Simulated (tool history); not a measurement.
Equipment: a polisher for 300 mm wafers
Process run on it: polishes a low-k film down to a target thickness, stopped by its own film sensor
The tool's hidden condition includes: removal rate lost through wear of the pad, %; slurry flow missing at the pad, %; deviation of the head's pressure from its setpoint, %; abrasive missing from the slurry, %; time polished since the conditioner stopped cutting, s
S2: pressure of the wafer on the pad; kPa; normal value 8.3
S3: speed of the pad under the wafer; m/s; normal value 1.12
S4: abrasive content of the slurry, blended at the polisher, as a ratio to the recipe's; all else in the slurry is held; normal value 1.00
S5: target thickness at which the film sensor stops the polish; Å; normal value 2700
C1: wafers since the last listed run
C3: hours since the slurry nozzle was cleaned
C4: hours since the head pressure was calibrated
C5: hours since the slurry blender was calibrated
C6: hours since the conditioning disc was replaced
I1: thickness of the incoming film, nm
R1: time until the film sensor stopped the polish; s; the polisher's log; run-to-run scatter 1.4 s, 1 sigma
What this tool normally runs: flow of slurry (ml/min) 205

Run 1, day 0.000: usual settings but flow of slurry (ml/min) 240, S3 1.24 m/s, S4 0.75, S5 2640 Å; C1 0; wafers polished on this pad 993; C3 213.4; C4 35.4; C5 226.0; C6 126.4; I1 289.6. Result: R1 137.5 s.
Run 2, day 0.583: usual settings but S4 0.80, S5 2670 Å; C1 119; wafers polished on this pad 1113; C3 227.4; C4 49.4; C5 240.0; C6 140.4; I1 293.1. Result: R1 148.4 s.
Run 3, day 1.125: usual settings but S2 9.0 kPa, S3 0.76 m/s; C1 110; wafers polished on this pad 1224; C3 240.4; C4 62.4; C5 253.0; C6 153.4; I1 287.0. Result: R1 108.4 s.
Run 4, day 2.296: usual settings but flow of slurry (ml/min) 250; C1 239; wafers polished on this pad 1464; C3 268.5; C4 90.5; C5 281.1; C6 181.5; I1 288.3. Result: R1 92.7 s.
Run 5, day 3.121: usual settings but flow of slurry (ml/min) 160, S2 10.3 kPa, S4 0.90, S5 2750 Å; C1 168; wafers polished on this pad 1633; C3 288.3; C4 110.3; C5 300.9; C6 201.3; I1 293.7. Result: R1 86.9 s.
Run 6, day 3.646: usual settings; C1 107; wafers polished on this pad 1740; C3 300.9; C4 122.9; C5 313.5; C6 213.9; I1 290.0. Result: R1 102.3 s.
Run 7, day 4.579: usual settings but S2 6.2 kPa; C1 191; wafers polished on this pad 1931; C3 323.3; C4 145.3; C5 335.9; C6 236.3; I1 295.2. Result: R1 166.0 s.
At day 4.858: worn pad replaced by a new one, of another model than before.
Run 8, day 5.779: usual settings but flow of slurry (ml/min) 225, S2 6.9 kPa; C1 211; wafers polished on this pad 188; C3 352.1; C4 174.1; C5 364.7; C6 265.1; I1 286.0. Result: R1 91.8 s.
Run 9, day 6.308: usual settings but S2 7.6 kPa; C1 108; wafers polished on this pad 296; C3 364.8; C4 186.8; C5 377.4; C6 277.8; I1 284.6. Result: R1 81.8 s.
At day 6.554: slurry nozzle cleaned.
At day 7.188: slurry blender recalibrated.
At day 7.267: conditioning disc replaced and pad reconditioned.
Run 10, day 7.321: usual settings; C1 165; wafers polished on this pad 462; C3 18.4; C4 211.1; C5 3.2; C6 1.3; I1 295.6. Result: R1 121.2 s.
Run 11, day 8.762: usual settings but S2 6.9 kPa, S3 0.78 m/s; C1 295; wafers polished on this pad 757; C3 53.0; C4 245.7; C5 37.8; C6 35.9; I1 290.0. Result: R1 131.3 s.
Run 12, day 9.650: usual settings; C1 181; wafers polished on this pad 939; C3 74.3; C4 267.0; C5 59.1; C6 57.2; I1 288.3. Result: R1 87.2 s.
Run 13, day 10.896: usual settings but flow of slurry (ml/min) 180, S2 9.0 kPa, S5 2750 Å; C1 255; wafers polished on this pad 1194; C3 104.2; C4 296.9; C5 89.0; C6 87.1; I1 291.5. Result: R1 77.6 s.
Run 14, day 11.542: usual settings; C1 132; wafers polished on this pad 1326; C3 119.7; C4 312.4; C5 104.5; C6 102.6; I1 284.3. Result: R1 71.2 s.
Run 15, day 13.038: usual settings but S2 10.3 kPa, S5 2720 Å; C1 306; wafers polished on this pad 1633; C3 155.6; C4 348.3; C5 140.4; C6 138.5; I1 288.3. Result: R1 67.7 s.
Run 16, day 13.825: usual settings but flow of slurry (ml/min) 185, S2 6.2 kPa, S4 1.10, S5 2760 Å; C1 161; wafers polished on this pad 1794; C3 174.5; C4 367.2; C5 159.3; C6 157.4; I1 288.0. Result: R1 69.7 s.
At day 14.967: head pressure recalibrated.
Run 17, day 14.988: usual settings but flow of slurry (ml/min) 245, S3 1.26 m/s, S5 2750 Å; C1 221; wafers polished on this pad 2015; C3 202.4; C4 0.5; C5 187.2; C6 185.3; I1 295.4. Result: R1 93.3 s.
At day 15.683: worn pad replaced by a new one.
Run 18, day 15.704: usual settings but S2 10.3 kPa; C1 112; wafers polished on this pad 4; C3 219.6; C4 17.7; C5 204.4; C6 202.5; I1 287.7. Result: R1 80.1 s.
Run 19, day 16.967: usual settings; C1 258; wafers polished on this pad 263; C3 249.9; C4 48.0; C5 234.7; C6 232.8; I1 288.9. Result: R1 96.0 s.
At day 18.329: conditioning disc replaced and pad reconditioned.
Run 20, day 18.350: usual settings; C1 266; wafers polished on this pad 529; C3 283.1; C4 81.2; C5 267.9; C6 0.5; I1 286.3. Result: R1 77.9 s.
Run 21, day 19.596: usual settings but flow of slurry (ml/min) 185; C1 255; wafers polished on this pad 784; C3 313.0; C4 111.1; C5 297.8; C6 30.4; I1 290.3. Result: R1 98.7 s.
At day 20.579: slurry nozzle cleaned.
Run 22, day 23.771: usual settings; C1 846; wafers polished on this pad 1631; C3 76.6; C4 211.3; C5 398.0; C6 130.6; I1 288.1. Result: R1 86.8 s.
Run 23, day 24.838: usual settings but S4 1.30, S5 2750 Å; C1 218; wafers polished on this pad 1849; C3 102.2; C4 236.9; C5 423.6; C6 156.2; I1 287.4. Result: R1 53.2 s.
At day 25.792: worn pad replaced by a new one.
Run 24, day 25.812: usual settings but flow of slurry (ml/min) 135, S2 6.9 kPa, S4 0.75; C1 165; wafers polished on this pad 4; C3 125.6; C4 260.3; C5 447.0; C6 179.6; I1 294.5. Result: R1 193.0 s.

Across each entry between runs, compare the hidden state at the last listed run before it with the hidden state at the first listed run after it:
From run 7 to run 8: worn pad replaced by a new one, of another model than before (day 4.858)
  time polished since the conditioner stopped cutting, s: 466 -> 519
  difference, measured minus the result without the unlogged condition, R1: +15.5 -> +10.4 s
From run 9 to run 10: slurry nozzle cleaned (day 6.554); slurry blender recalibrated (day 7.188); conditioning disc replaced and pad reconditioned (day 7.267)
  time polished since the conditioner stopped cutting, s: 542 -> 13
  difference, measured minus the result without the unlogged condition, R1: +10.1 -> +0.4 s
From run 16 to run 17: head pressure recalibrated (day 14.967)
  time polished since the conditioner stopped cutting, s: 298 -> 349
  difference, measured minus the result without the unlogged condition, R1: +4.7 -> +8.8 s
From run 17 to run 18: worn pad replaced by a new one (day 15.683)
  time polished since the conditioner stopped cutting, s: 349 -> 380
  difference, measured minus the result without the unlogged condition, R1: +8.8 -> +8.6 s
From run 19 to run 20: conditioning disc replaced and pad reconditioned (day 18.329)
  time polished since the conditioner stopped cutting, s: 436 -> 20.1
  difference, measured minus the result without the unlogged condition, R1: +10.3 -> +0.4 s
From run 21 to run 22: slurry nozzle cleaned (day 20.579)
  time polished since the conditioner stopped cutting, s: 74.7 -> 258
  difference, measured minus the result without the unlogged condition, R1: +2.1 -> +5.8 s
From run 23 to run 24: worn pad replaced by a new one (day 25.792)
  time polished since the conditioner stopped cutting, s: 304 -> 347
  difference, measured minus the result without the unlogged condition, R1: +4.2 -> +15.4 s

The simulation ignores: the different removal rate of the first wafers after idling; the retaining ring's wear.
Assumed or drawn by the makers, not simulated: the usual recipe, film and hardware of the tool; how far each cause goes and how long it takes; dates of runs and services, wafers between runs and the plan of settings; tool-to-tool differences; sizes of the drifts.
